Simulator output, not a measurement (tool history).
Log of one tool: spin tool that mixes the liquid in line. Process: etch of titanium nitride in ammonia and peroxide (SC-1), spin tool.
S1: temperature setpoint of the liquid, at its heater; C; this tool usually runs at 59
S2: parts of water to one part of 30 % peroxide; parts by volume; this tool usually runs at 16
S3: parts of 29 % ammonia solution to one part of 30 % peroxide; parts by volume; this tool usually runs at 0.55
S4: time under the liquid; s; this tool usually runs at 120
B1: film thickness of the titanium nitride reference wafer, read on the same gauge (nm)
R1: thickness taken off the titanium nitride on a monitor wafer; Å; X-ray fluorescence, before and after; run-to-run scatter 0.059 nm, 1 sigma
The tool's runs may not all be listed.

run    hour    S1    S2    S3   S4      B1     R1
  1       0    66    16  0.55  120  109.96  226.2
  2    35.2    59    16  0.55  120     110  144.5
  3      71    59    16  0.55  120  110.02  143.8
  4   135.6    59    16  0.55  120  109.97  144.1
      174.5  -- gauge calibrated
  5   206.9    59    16  0.55  120  109.98  144.1
        225  -- ammonia flow meter replaced
  6   249.3    59    16  0.55  120  110.02  143.3
  7   310.4    54  12.5  0.75   75  109.99   77.3
      348.4  -- new drum of ammonia solution connected
  8   369.6    59    22  0.85  120  109.98  132.4
  9   403.2    59    16  0.55  120  109.95  146.2
      491.6  -- thermometer replaced
 10   497.4    59    22  0.85  120  110.03  131.1
 11   559.9    59    16  0.55  120  110.02  145.6
 12   622.3    55   9.5   0.3   85     110     93
 13   651.8    59    16  0.55  120  110.01    145
 14   700.5  51.5  22.5  0.45  120  109.98   69.2
        727  -- heated supply line repaired
 15   770.6  67.5    13  0.75  160  109.99  391.6
 16   795.8    59  11.5   0.4  120  110.02  163.2
 17   859.4    59    16  0.55   90  110.02  107.1
 18   897.5    59    12  0.55  120  109.97  167.5
      912.2  -- new drum of ammonia solution connected
      963.8  -- ammonia flow meter replaced
 19   966.1    59    16  0.55  120  110.02  145.5
 20  1028.5    59    20  0.55   70  109.99   75.3
 21  1077.9    64  21.5  0.85  170  109.96  260.8
 22    1111    51   9.5   0.4  120  109.95  105.7
 23  1175.4  52.5  23.5  0.85  155  109.98  105.5
 24  1238.7    53  22.5  0.25   75  110.03   43.1

Consider 4 possible next runs. They are alternatives, not a sequence: every one starts from the tool as it was left by run 24. What does each give?
  A  1239.1    59    16  0.55  120   ?   ?
  B  1239.1    59    16  0.55  170   ?   ?
  C  1239.1  68.5  22.5  0.55  170   ?   ?
  D  1239.1  55.5    16  0.55  120   ?   ?

run   B1     R1
  A  110  144.1
  B  110  204.2
  C  110  310.7
  D  110  114.2
With the hidden condition removed and each run's random variation left untouched, the same runs would have given:
run     R1
  A  146.4
  B  207.3
  C  315.6
  D  115.9

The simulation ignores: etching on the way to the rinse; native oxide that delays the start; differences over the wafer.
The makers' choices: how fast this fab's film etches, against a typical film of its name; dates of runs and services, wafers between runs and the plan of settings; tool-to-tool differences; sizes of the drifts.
